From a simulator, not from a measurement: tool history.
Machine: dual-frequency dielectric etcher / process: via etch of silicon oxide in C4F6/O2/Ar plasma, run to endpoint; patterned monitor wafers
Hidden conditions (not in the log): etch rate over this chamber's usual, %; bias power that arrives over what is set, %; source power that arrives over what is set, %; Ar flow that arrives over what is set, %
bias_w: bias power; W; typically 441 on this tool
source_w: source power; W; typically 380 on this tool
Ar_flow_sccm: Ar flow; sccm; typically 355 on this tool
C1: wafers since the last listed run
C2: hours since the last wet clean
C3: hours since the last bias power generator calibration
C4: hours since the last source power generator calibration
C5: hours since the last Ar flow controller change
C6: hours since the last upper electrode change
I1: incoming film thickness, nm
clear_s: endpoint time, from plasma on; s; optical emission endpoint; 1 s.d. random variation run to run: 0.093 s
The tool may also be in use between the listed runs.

run 1 hour=0 | bias_w=441 source_w=380 Ar_flow_sccm=355 | C1=0 C2=360.9 C3=43.8 C4=3340.9 C5=1156.6 C6=3528 | I1=65.2 | clear_s=15.2
run 2 hour=20.6 | bias_w=441 source_w=380 Ar_flow_sccm=355 | C1=352 C2=381.5 C3=64.4 C4=3361.5 C5=1177.2 C6=3548.6 | I1=64.9 | clear_s=15
-- hour=35.7 source power generator calibrated
run 3 hour=36.2 | bias_w=404 source_w=380 Ar_flow_sccm=355 | C1=198 C2=397.1 C3=80 C4=0.5 C5=1192.8 C6=3564.2 | I1=64.8 | clear_s=15.6
-- hour=87.8 wet clean of the chamber
run 4 hour=136.9 | bias_w=404 source_w=380 Ar_flow_sccm=355 | C1=1312 C2=49.1 C3=180.7 C4=101.2 C5=1293.5 C6=3664.9 | I1=64.5 | clear_s=16.3
run 5 hour=160 | bias_w=441 source_w=450 Ar_flow_sccm=355 | C1=395 C2=72.2 C3=203.8 C4=124.3 C5=1316.6 C6=3688 | I1=64.8 | clear_s=14.7
run 6 hour=172.7 | bias_w=441 source_w=380 Ar_flow_sccm=355 | C1=217 C2=84.9 C3=216.5 C4=137 C5=1329.3 C6=3700.7 | I1=64.4 | clear_s=15.5
run 7 hour=202.2 | bias_w=441 source_w=380 Ar_flow_sccm=294 | C1=504 C2=114.4 C3=246 C4=166.5 C5=1358.8 C6=3730.2 | I1=64.6 | clear_s=15
-- hour=249.3 upper electrode replaced
run 8 hour=249.8 | bias_w=441 source_w=380 Ar_flow_sccm=355 | C1=403 C2=162 C3=293.6 C4=214.1 C5=1406.4 C6=0.5 | I1=64.6 | clear_s=15.3
-- hour=264.9 Ar flow controller replaced
run 9 hour=271.4 | bias_w=441 source_w=480 Ar_flow_sccm=400 | C1=266 C2=183.6 C3=315.2 C4=235.7 C5=6.5 C6=22.1 | I1=64.7 | clear_s=14.3
run 10 hour=287.7 | bias_w=533 source_w=380 Ar_flow_sccm=278 | C1=278 C2=199.9 C3=331.5 C4=252 C5=22.8 C6=38.4 | I1=64.9 | clear_s=13.8
run 11 hour=308.2 | bias_w=475 source_w=460 Ar_flow_sccm=405 | C1=350 C2=220.4 C3=352 C4=272.5 C5=43.3 C6=58.9 | I1=65.3 | clear_s=14.2
run 12 hour=333.9 | bias_w=441 source_w=380 Ar_flow_sccm=355 | C1=439 C2=246.1 C3=377.7 C4=298.2 C5=69 C6=84.6 | I1=65 | clear_s=15.4
run 13 hour=351.8 | bias_w=539 source_w=300 Ar_flow_sccm=355 | C1=306 C2=264 C3=395.6 C4=316.1 C5=86.9 C6=102.5 | I1=65.2 | clear_s=15.3
run 14 hour=384.6 | bias_w=348 source_w=380 Ar_flow_sccm=318 | C1=561 C2=296.8 C3=428.4 C4=348.9 C5=119.7 C6=135.3 | I1=65.5 | clear_s=16.7
run 15 hour=405 | bias_w=441 source_w=380 Ar_flow_sccm=355 | C1=349 C2=317.2 C3=448.8 C4=369.3 C5=140.1 C6=155.7 | I1=64.8 | clear_s=15.1
run 16 hour=429.7 | bias_w=529 source_w=380 Ar_flow_sccm=355 | C1=422 C2=341.9 C3=473.5 C4=394 C5=164.8 C6=180.4 | I1=64.1 | clear_s=13.9
run 17 hour=443.4 | bias_w=441 source_w=380 Ar_flow_sccm=355 | C1=234 C2=355.6 C3=487.2 C4=407.7 C5=178.5 C6=194.1 | I1=65.5 | clear_s=15
-- hour=478.4 wet clean of the chamber
run 18 hour=478.9 | bias_w=393 source_w=380 Ar_flow_sccm=321 | C1=196 C2=0.5 C3=522.7 C4=443.2 C5=214 C6=229.6 | I1=64.9 | clear_s=16.1
run 19 hour=493.6 | bias_w=404 source_w=380 Ar_flow_sccm=355 | C1=251 C2=15.2 C3=537.4 C4=457.9 C5=228.7 C6=244.3 | I1=64.9 | clear_s=16.3
run 20 hour=526.5 | bias_w=441 source_w=380 Ar_flow_sccm=355 | C1=563 C2=48.1 C3=570.3 C4=490.8 C5=261.6 C6=277.2 | I1=64.5 | clear_s=15.5
run 21 hour=561.9 | bias_w=399 source_w=380 Ar_flow_sccm=409 | C1=605 C2=83.5 C3=605.7 C4=526.2 C5=297 C6=312.6 | I1=65 | clear_s=16.4
run 22 hour=585.6 | bias_w=373 source_w=350 Ar_flow_sccm=319 | C1=405 C2=107.2 C3=629.4 C4=549.9 C5=320.7 C6=336.3 | I1=64.9 | clear_s=16.9
run 23 hour=599.8 | bias_w=441 source_w=380 Ar_flow_sccm=355 | C1=243 C2=121.4 C3=643.6 C4=564.1 C5=334.9 C6=350.5 | I1=64.4 | clear_s=15.5
run 24 hour=691.4 | bias_w=441 source_w=380 Ar_flow_sccm=355 | C1=1567 C2=213 C3=735.2 C4=655.7 C5=426.5 C6=442.1 | I1=65.5 | clear_s=15.4
run 25 hour=703.9 | bias_w=401 source_w=330 Ar_flow_sccm=289 | C1=213 C2=225.5 C3=747.7 C4=668.2 C5=439 C6=454.6 | I1=64.3 | clear_s=16.2
run 26 hour=718.5 | bias_w=441 source_w=380 Ar_flow_sccm=396 | C1=249 C2=240.1 C3=762.3 C4=682.8 C5=453.6 C6=469.2 | I1=64.5 | clear_s=15.3
run 27 hour=746.5 | bias_w=484 source_w=430 Ar_flow_sccm=293 | C1=479 C2=268.1 C3=790.3 C4=710.8 C5=481.6 C6=497.2 | I1=65.5 | clear_s=13.8
run 28 hour=776.6 | bias_w=477 source_w=410 Ar_flow_sccm=440 | C1=515 C2=298.2 C3=820.4 C4=740.9 C5=511.7 C6=527.3 | I1=65.2 | clear_s=14.5
run 29 hour=803.6 | bias_w=519 source_w=440 Ar_flow_sccm=331 | C1=462 C2=325.2 C3=847.4 C4=767.9 C5=538.7 C6=554.3 | I1=65.1 | clear_s=13.4

What if the next run were any one of these 4? Each begins from the tool's condition after run 29:
run A hour=804 | bias_w=441 source_w=380 Ar_flow_sccm=416 | C1=6 C2=325.6 C3=847.8 C4=768.3 C5=539.1 C6=554.7 | I1=64.6 | clear_s=?
run B hour=804 | bias_w=519 source_w=380 Ar_flow_sccm=355 | C1=6 C2=325.6 C3=847.8 C4=768.3 C5=539.1 C6=554.7 | I1=64.6 | clear_s=?
run C hour=804 | bias_w=441 source_w=310 Ar_flow_sccm=355 | C1=6 C2=325.6 C3=847.8 C4=768.3 C5=539.1 C6=554.7 | I1=64.6 | clear_s=?
run D hour=804 | bias_w=472 source_w=320 Ar_flow_sccm=275 | C1=6 C2=325.6 C3=847.8 C4=768.3 C5=539.1 C6=554.7 | I1=64.6 | clear_s=?

run=A clear_s=15.4
run=B clear_s=14.2
run=C clear_s=16.3
run=D clear_s=15.2
With no hidden state in the tool, these same runs would have given:
run=A clear_s=16.1
run=B clear_s=14.8
run=C clear_s=17
run=D clear_s=15.9
